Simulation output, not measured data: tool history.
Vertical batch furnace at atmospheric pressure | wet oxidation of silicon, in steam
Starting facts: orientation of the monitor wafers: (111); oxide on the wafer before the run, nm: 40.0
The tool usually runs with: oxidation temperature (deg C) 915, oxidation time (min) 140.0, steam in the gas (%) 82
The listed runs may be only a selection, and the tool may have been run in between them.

run,day,oxidation temperature (deg C),oxidation time (min),steam in the gas (%),wafers since the last listed run,hours since the last temperature calibration,hours since the steam generator was serviced,hours since the gauge calibration,"read-back reference wafer on the same gauge, thickness",oxide thickness on the monitor wafer (angstrom)
1,0.000,915,140.0,82,0,782.0,1378.1,975.7,559.66,4820.6
2,2.921,915,140.0,82,873,852.1,1448.2,1045.8,561.57,4810.7
3,4.621,915,140.0,82,508,892.9,1489.0,1086.6,561.04,4856.4
4,5.950,915,140.0,82,397,924.8,1520.9,1118.5,561.22,4857.9
5,7.458,915,140.0,82,451,961.0,1557.1,1154.7,560.99,4835.2
6,10.129,915,140.0,82,799,1025.1,1621.2,1218.8,562.29,4828.9
7,13.121,915,140.0,76,895,1096.9,1693.0,1290.6,562.61,4622.1
8,15.171,915,140.0,76,613,1146.1,1742.2,1339.8,561.90,4578.3
9,17.879,915,140.0,76,810,1211.1,1807.2,1404.8,563.24,4589.7
10,19.729,915,164.0,82,553,1255.5,1851.6,1449.2,562.50,5362.4
11,20.879,915,164.0,82,344,1283.1,1879.2,1476.8,563.23,5379.3
12,23.738,915,164.0,82,855,1351.7,1947.8,1545.4,563.06,5415.9
13,26.062,915,140.0,91,695,1407.5,2003.6,1601.2,563.18,5187.1
14,27.229,915,140.0,82,349,1435.5,2031.6,1629.2,563.94,4869.9
15,29.438,915,140.0,82,660,1488.5,2084.6,1682.2,564.95,4855.8
16,30.938,915,140.0,82,448,1524.5,2120.6,1718.2,564.18,4880.3
17,32.946,915,140.0,82,600,1572.7,2168.8,1766.4,565.39,4876.0
18,34.600,902,140.0,82,494,1612.4,2208.5,1806.1,565.67,4416.5
# day 35.967: gauge calibrated
19,36.312,891,88.0,76,512,1653.5,2249.6,8.3,554.33,2677.7
20,38.679,915,140.0,72,708,1710.3,2306.4,65.1,554.81,4393.8
21,40.696,915,140.0,82,603,1758.7,2354.8,113.5,556.07,4781.7
22,46.096,938,103.5,82,1615,1888.3,2484.4,243.1,556.07,4592.8
23,48.208,938,187.0,86,631,1939.0,2535.1,293.8,556.11,6921.0
24,50.658,915,140.0,82,732,1997.8,2593.9,352.6,556.93,4790.9
25,52.538,915,140.0,82,562,2042.9,2639.0,397.7,556.94,4790.3
26,53.846,907,87.0,75,391,2074.3,2670.4,429.1,557.95,3079.9
27,56.162,915,140.0,82,693,2129.9,2726.0,484.7,557.59,4801.2
# day 59.092: thermocouples replaced and temperature profile calibrated
28,59.112,940,70.0,91,583,0.5,2796.8,555.5,558.09,3870.2
# day 61.354: steam generator serviced
29,61.375,915,82.5,82,377,54.8,0.5,609.8,558.23,3364.9
30,61.604,938,163.0,71,68,60.3,6.0,615.3,558.45,5646.7
31,68.008,915,140.0,82,1915,214.0,159.7,769.0,559.08,4778.4
32,69.958,915,140.0,82,583,260.8,206.5,815.8,559.46,4810.4
33,71.412,903,116.0,88,435,295.7,241.4,850.7,559.87,4051.7
34,74.188,915,140.0,82,830,362.3,308.0,917.3,560.35,4838.5
35,75.733,915,140.0,82,462,399.4,345.1,954.4,559.94,4792.6
36,76.938,898,110.5,82,360,428.3,374.0,983.3,560.51,3572.1
37,78.604,922,96.5,82,498,468.3,414.0,1023.3,560.02,3958.6

A few steps of oxide thickness on the monitor wafer (angstrom) between consecutive runs. Split each: what settings, incoming material and random variation would produce without the hidden state, and what is left over for the hidden state, along with gauge scatter present in only one of the two compared results (measured, and without hidden state):
Unlogged tool condition in this case: true tube temperature minus thermocouple reading, K; steam share off its setpoint, % of the setpoint; gauge reads high (%).
Run 9 -> 10: oxidation time (min) 140.0 -> 164.0, steam in the gas (%) 76 -> 82. oxide thickness on the monitor wafer (angstrom) +772.7: hidden state +14.8, all else +757.9.
Run 18 -> 19: oxidation temperature (deg C) 902 -> 891, oxidation time (min) 140.0 -> 88.0, steam in the gas (%) 82 -> 76, gauge calibrated. oxide thickness on the monitor wafer (angstrom) -1738.8: hidden state -85.3, all else -1653.5.
Run 22 -> 23: oxidation time (min) 103.5 -> 187.0, steam in the gas (%) 82 -> 86. oxide thickness on the monitor wafer (angstrom) +2328.2: hidden state +12.4, all else +2315.8.
Run 23 -> 24: oxidation temperature (deg C) 938 -> 915, oxidation time (min) 187.0 -> 140.0, steam in the gas (%) 86 -> 82. oxide thickness on the monitor wafer (angstrom) -2130.1: hidden state -6.0, all else -2124.1.
Run 29 -> 30: oxidation temperature (deg C) 915 -> 938, oxidation time (min) 82.5 -> 163.0, steam in the gas (%) 82 -> 71. oxide thickness on the monitor wafer (angstrom) +2281.8: hidden state +17.7, all else +2264.1.
